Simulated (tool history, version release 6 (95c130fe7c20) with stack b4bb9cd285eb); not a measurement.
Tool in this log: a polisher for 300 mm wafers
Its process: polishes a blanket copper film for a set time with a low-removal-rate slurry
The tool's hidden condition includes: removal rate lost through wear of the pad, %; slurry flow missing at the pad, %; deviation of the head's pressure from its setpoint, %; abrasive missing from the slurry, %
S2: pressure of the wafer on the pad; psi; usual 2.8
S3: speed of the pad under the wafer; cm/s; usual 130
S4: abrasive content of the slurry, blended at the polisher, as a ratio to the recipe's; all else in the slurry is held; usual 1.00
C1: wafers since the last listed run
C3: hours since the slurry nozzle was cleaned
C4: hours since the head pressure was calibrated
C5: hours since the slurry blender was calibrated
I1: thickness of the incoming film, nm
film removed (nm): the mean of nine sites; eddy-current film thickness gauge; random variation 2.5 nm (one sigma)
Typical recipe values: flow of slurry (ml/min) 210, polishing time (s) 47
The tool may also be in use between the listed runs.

run 1 hour=0.0 | flow_of_slurry_(ml/min)=210 S2=2.8 S3=130 S4=1.00 polishing_time_(s)=47 | C1=0 wafers_polished_on_this_pad=52 C3=221.2 C4=466.5 C5=19.9 | I1=1432.8 | film_removed_(nm)=202.4
run 2 hour=14.4 | flow_of_slurry_(ml/min)=210 S2=2.8 S3=130 S4=1.00 polishing_time_(s)=47 | C1=135 wafers_polished_on_this_pad=187 C3=235.6 C4=480.9 C5=34.3 | I1=1414.7 | film_removed_(nm)=205.4
run 3 hour=30.4 | flow_of_slurry_(ml/min)=210 S2=2.8 S3=140 S4=1.00 polishing_time_(s)=47 | C1=150 wafers_polished_on_this_pad=338 C3=251.6 C4=496.9 C5=50.3 | I1=1409.4 | film_removed_(nm)=213.9
run 4 hour=36.7 | flow_of_slurry_(ml/min)=210 S2=2.8 S3=140 S4=1.00 polishing_time_(s)=47 | C1=59 wafers_polished_on_this_pad=397 C3=257.9 C4=503.2 C5=56.6 | I1=1408.8 | film_removed_(nm)=220.5
run 5 hour=44.9 | flow_of_slurry_(ml/min)=175 S2=2.8 S3=170 S4=1.00 polishing_time_(s)=38 | C1=77 wafers_polished_on_this_pad=474 C3=266.1 C4=511.4 C5=64.8 | I1=1440.1 | film_removed_(nm)=208.6
run 6 hour=62.8 | flow_of_slurry_(ml/min)=270 S2=2.2 S3=130 S4=1.00 polishing_time_(s)=47 | C1=168 wafers_polished_on_this_pad=643 C3=284.0 C4=529.3 C5=82.7 | I1=1462.6 | film_removed_(nm)=165.7
run 7 hour=70.9 | flow_of_slurry_(ml/min)=155 S2=2.8 S3=130 S4=1.00 polishing_time_(s)=47 | C1=76 wafers_polished_on_this_pad=719 C3=292.1 C4=537.4 C5=90.8 | I1=1449.1 | film_removed_(nm)=190.9
run 8 hour=80.5 | flow_of_slurry_(ml/min)=210 S2=2.8 S3=130 S4=1.15 polishing_time_(s)=35 | C1=90 wafers_polished_on_this_pad=809 C3=301.7 C4=547.0 C5=100.4 | I1=1442.1 | film_removed_(nm)=151.5
run 9 hour=91.1 | flow_of_slurry_(ml/min)=260 S2=2.8 S3=144 S4=1.10 polishing_time_(s)=47 | C1=99 wafers_polished_on_this_pad=909 C3=312.3 C4=557.6 C5=111.0 | I1=1458.1 | film_removed_(nm)=232.4
run 10 hour=102.9 | flow_of_slurry_(ml/min)=210 S2=2.8 S3=130 S4=1.00 polishing_time_(s)=47 | C1=111 wafers_polished_on_this_pad=1020 C3=324.1 C4=569.4 C5=122.8 | I1=1424.7 | film_removed_(nm)=201.8
run 11 hour=112.7 | flow_of_slurry_(ml/min)=210 S2=2.8 S3=92 S4=1.00 polishing_time_(s)=47 | C1=92 wafers_polished_on_this_pad=1112 C3=333.9 C4=579.2 C5=132.6 | I1=1441.0 | film_removed_(nm)=143.3
-- hour=129.3 worn pad replaced by a new one
run 12 hour=129.8 | flow_of_slurry_(ml/min)=210 S2=2.8 S3=96 S4=1.00 polishing_time_(s)=47 | C1=123 wafers_polished_on_this_pad=5 C3=351.0 C4=596.3 C5=149.7 | I1=1437.6 | film_removed_(nm)=146.4
-- hour=134.7 slurry nozzle cleaned
run 13 hour=137.2 | flow_of_slurry_(ml/min)=190 S2=2.8 S3=130 S4=1.00 polishing_time_(s)=47 | C1=60 wafers_polished_on_this_pad=65 C3=2.5 C4=603.7 C5=157.1 | I1=1408.8 | film_removed_(nm)=205.2
run 14 hour=146.9 | flow_of_slurry_(ml/min)=210 S2=2.8 S3=130 S4=1.00 polishing_time_(s)=51 | C1=91 wafers_polished_on_this_pad=156 C3=12.2 C4=613.4 C5=166.8 | I1=1418.1 | film_removed_(nm)=230.6
run 15 hour=156.1 | flow_of_slurry_(ml/min)=210 S2=2.8 S3=130 S4=1.00 polishing_time_(s)=47 | C1=86 wafers_polished_on_this_pad=243 C3=21.4 C4=622.6 C5=176.0 | I1=1433.9 | film_removed_(nm)=210.1
-- hour=166.2 head pressure recalibrated
run 16 hour=171.7 | flow_of_slurry_(ml/min)=210 S2=3.8 S3=130 S4=1.00 polishing_time_(s)=47 | C1=127 wafers_polished_on_this_pad=371 C3=37.0 C4=5.5 C5=191.6 | I1=1438.6 | film_removed_(nm)=289.4
run 17 hour=180.5 | flow_of_slurry_(ml/min)=210 S2=2.8 S3=160 S4=1.00 polishing_time_(s)=57 | C1=82 wafers_polished_on_this_pad=453 C3=45.8 C4=14.3 C5=200.4 | I1=1429.7 | film_removed_(nm)=307.2
run 18 hour=191.4 | flow_of_slurry_(ml/min)=210 S2=1.8 S3=110 S4=1.00 polishing_time_(s)=47 | C1=102 wafers_polished_on_this_pad=556 C3=56.7 C4=25.2 C5=211.3 | I1=1439.9 | film_removed_(nm)=116.6
run 19 hour=207.9 | flow_of_slurry_(ml/min)=210 S2=2.8 S3=130 S4=1.00 polishing_time_(s)=47 | C1=155 wafers_polished_on_this_pad=711 C3=73.2 C4=41.7 C5=227.8 | I1=1440.5 | film_removed_(nm)=206.8
run 20 hour=219.8 | flow_of_slurry_(ml/min)=210 S2=2.8 S3=130 S4=1.25 polishing_time_(s)=53 | C1=111 wafers_polished_on_this_pad=823 C3=85.1 C4=53.6 C5=239.7 | I1=1426.5 | film_removed_(nm)=246.0
run 21 hour=226.4 | flow_of_slurry_(ml/min)=210 S2=1.8 S3=152 S4=1.15 polishing_time_(s)=47 | C1=62 wafers_polished_on_this_pad=885 C3=91.7 C4=60.2 C5=246.3 | I1=1425.3 | film_removed_(nm)=164.1
run 22 hour=239.2 | flow_of_slurry_(ml/min)=150 S2=2.8 S3=130 S4=1.00 polishing_time_(s)=57 | C1=120 wafers_polished_on_this_pad=1006 C3=104.5 C4=73.0 C5=259.1 | I1=1424.6 | film_removed_(nm)=244.6
run 23 hour=248.4 | flow_of_slurry_(ml/min)=150 S2=2.8 S3=130 S4=1.00 polishing_time_(s)=57 | C1=86 wafers_polished_on_this_pad=1092 C3=113.7 C4=82.2 C5=268.3 | I1=1423.7 | film_removed_(nm)=240.9
run 24 hour=259.8 | flow_of_slurry_(ml/min)=210 S2=2.0 S3=130 S4=0.85 polishing_time_(s)=57 | C1=107 wafers_polished_on_this_pad=1200 C3=125.1 C4=93.6 C5=279.7 | I1=1449.9 | film_removed_(nm)=174.3
-- hour=265.3 worn pad replaced by a new one
run 25 hour=276.5 | flow_of_slurry_(ml/min)=140 S2=2.1 S3=110 S4=1.00 polishing_time_(s)=37 | C1=119 wafers_polished_on_this_pad=105 C3=141.8 C4=110.3 C5=296.4 | I1=1430.8 | film_removed_(nm)=101.6
run 26 hour=289.4 | flow_of_slurry_(ml/min)=210 S2=1.8 S3=130 S4=1.10 polishing_time_(s)=47 | C1=121 wafers_polished_on_this_pad=226 C3=154.7 C4=123.2 C5=309.3 | I1=1434.4 | film_removed_(nm)=139.3
run 27 hour=302.1 | flow_of_slurry_(ml/min)=210 S2=2.8 S3=130 S4=1.00 polishing_time_(s)=53 | C1=119 wafers_polished_on_this_pad=346 C3=167.4 C4=135.9 C5=322.0 | I1=1426.0 | film_removed_(nm)=232.4
-- hour=304.7 slurry blender recalibrated
run 28 hour=313.9 | flow_of_slurry_(ml/min)=210 S2=2.8 S3=130 S4=1.00 polishing_time_(s)=47 | C1=92 wafers_polished_on_this_pad=438 C3=179.2 C4=147.7 C5=9.2 | I1=1453.7 | film_removed_(nm)=204.9
run 29 hour=325.8 | flow_of_slurry_(ml/min)=185 S2=2.8 S3=130 S4=1.00 polishing_time_(s)=47 | C1=111 wafers_polished_on_this_pad=550 C3=191.1 C4=159.6 C5=21.1 | I1=1432.8 | film_removed_(nm)=205.5

Here are 5 independent what-if runs from the current tool condition. What would each one return?
run A hour=326.2 | flow_of_slurry_(ml/min)=210 S2=2.8 S3=130 S4=1.00 polishing_time_(s)=52 | C1=3 wafers_polished_on_this_pad=554 C3=191.5 C4=160.0 C5=21.5 | I1=1441.8 | film_removed_(nm)=?
run B hour=326.2 | flow_of_slurry_(ml/min)=240 S2=2.8 S3=88 S4=1.25 polishing_time_(s)=47 | C1=3 wafers_polished_on_this_pad=554 C3=191.5 C4=160.0 C5=21.5 | I1=1441.8 | film_removed_(nm)=?
run C hour=326.2 | flow_of_slurry_(ml/min)=210 S2=3.6 S3=88 S4=1.00 polishing_time_(s)=47 | C1=3 wafers_polished_on_this_pad=554 C3=191.5 C4=160.0 C5=21.5 | I1=1441.8 | film_removed_(nm)=?
run D hour=326.2 | flow_of_slurry_(ml/min)=210 S2=3.7 S3=130 S4=1.25 polishing_time_(s)=47 | C1=3 wafers_polished_on_this_pad=554 C3=191.5 C4=160.0 C5=21.5 | I1=1441.8 | film_removed_(nm)=?
run E hour=326.2 | flow_of_slurry_(ml/min)=210 S2=2.8 S3=144 S4=1.00 polishing_time_(s)=58 | C1=3 wafers_polished_on_this_pad=554 C3=191.5 C4=160.0 C5=21.5 | I1=1441.8 | film_removed_(nm)=?

run=A film_removed_(nm)=228.3
run=B film_removed_(nm)=155.9
run=C film_removed_(nm)=185.8
run=D film_removed_(nm)=288.3
run=E film_removed_(nm)=280.0
Stripped of hidden state, with their random variation kept, the same runs would have yielded:
run=A film_removed_(nm)=232.1
run=B film_removed_(nm)=158.2
run=C film_removed_(nm)=188.9
run=D film_removed_(nm)=293.1
run=E film_removed_(nm)=284.6

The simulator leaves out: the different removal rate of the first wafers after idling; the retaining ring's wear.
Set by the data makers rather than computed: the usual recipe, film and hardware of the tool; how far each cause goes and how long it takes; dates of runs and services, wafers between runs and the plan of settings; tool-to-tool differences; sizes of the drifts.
